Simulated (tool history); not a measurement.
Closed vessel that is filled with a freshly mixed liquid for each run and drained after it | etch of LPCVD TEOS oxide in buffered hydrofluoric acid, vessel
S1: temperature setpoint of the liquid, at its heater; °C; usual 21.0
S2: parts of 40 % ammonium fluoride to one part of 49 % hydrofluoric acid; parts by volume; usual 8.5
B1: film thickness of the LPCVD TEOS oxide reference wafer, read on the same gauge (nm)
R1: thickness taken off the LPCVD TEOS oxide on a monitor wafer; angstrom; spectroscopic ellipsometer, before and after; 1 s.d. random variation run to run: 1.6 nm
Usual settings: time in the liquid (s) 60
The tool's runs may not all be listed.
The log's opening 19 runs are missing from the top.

{"run": 20, "day": 10.258, "S1": 21.0, "S2": 11.0, "time in the liquid (s)": 60, "B1": 150.01, "R1": 1750.0}
{"run": 21, "day": 10.917, "S1": 21.0, "S2": 8.5, "time in the liquid (s)": 60, "B1": 150.01, "R1": 2204.6}
{"run": 22, "day": 11.538, "S1": 21.0, "S2": 7.5, "time in the liquid (s)": 60, "B1": 150.02, "R1": 2511.4}
{"run": 23, "day": 11.938, "S1": 21.0, "S2": 8.5, "time in the liquid (s)": 60, "B1": 149.97, "R1": 2207.3}
{"run": 24, "day": 12.533, "S1": 21.0, "S2": 6.0, "time in the liquid (s)": 45, "B1": 150.04, "R1": 2315.8}
{"run": 25, "day": 13.196, "S1": 21.0, "S2": 8.5, "time in the liquid (s)": 60, "B1": 150.01, "R1": 2182.1}
{"day": 14.433, "done": "gauge calibrated"}
{"run": 26, "day": 15.317, "S1": 21.0, "S2": 8.5, "time in the liquid (s)": 85, "B1": 150.01, "R1": 3149.1}
{"run": 27, "day": 15.75, "S1": 25.0, "S2": 11.5, "time in the liquid (s)": 60, "B1": 149.97, "R1": 2098.1}
{"run": 28, "day": 16.375, "S1": 18.5, "S2": 8.5, "time in the liquid (s)": 60, "B1": 150.0, "R1": 1915.2}
{"run": 29, "day": 17.088, "S1": 18.5, "S2": 10.5, "time in the liquid (s)": 60, "B1": 150.01, "R1": 1632.4}
{"run": 30, "day": 17.533, "S1": 24.0, "S2": 12.0, "time in the liquid (s)": 75, "B1": 149.99, "R1": 2410.4}
{"run": 31, "day": 18.2, "S1": 25.0, "S2": 11.5, "time in the liquid (s)": 60, "B1": 149.99, "R1": 2121.9}
{"run": 32, "day": 18.579, "S1": 21.0, "S2": 8.5, "time in the liquid (s)": 60, "B1": 150.0, "R1": 2207.7}
{"run": 33, "day": 19.142, "S1": 21.0, "S2": 8.5, "time in the liquid (s)": 40, "B1": 150.03, "R1": 1490.4}

Each row is a separate what-if for the run after 33, all from the same tool condition, not one after another. Results?
{"run": "A", "day": 19.171, "S1": 21.0, "S2": 5.0, "time in the liquid (s)": 60, "B1": "?", "R1": "?"}
{"run": "B", "day": 19.171, "S1": 19.0, "S2": 11.5, "time in the liquid (s)": 60, "B1": "?", "R1": "?"}
{"run": "C", "day": 19.171, "S1": 21.0, "S2": 11.5, "time in the liquid (s)": 35, "B1": "?", "R1": "?"}
{"run": "D", "day": 19.171, "S1": 17.0, "S2": 7.0, "time in the liquid (s)": 45, "B1": "?", "R1": "?"}

run=A B1=149.99 R1=3657.6
run=B B1=149.99 R1=1525.8
run=C B1=149.99 R1=995.2
run=D B1=149.99 R1=1643.4
Stripped of hidden state, with their random variation kept, the same runs would have yielded:
run=A R1=3547.9
run=B R1=1479.3
run=C R1=965.2
run=D R1=1592.7
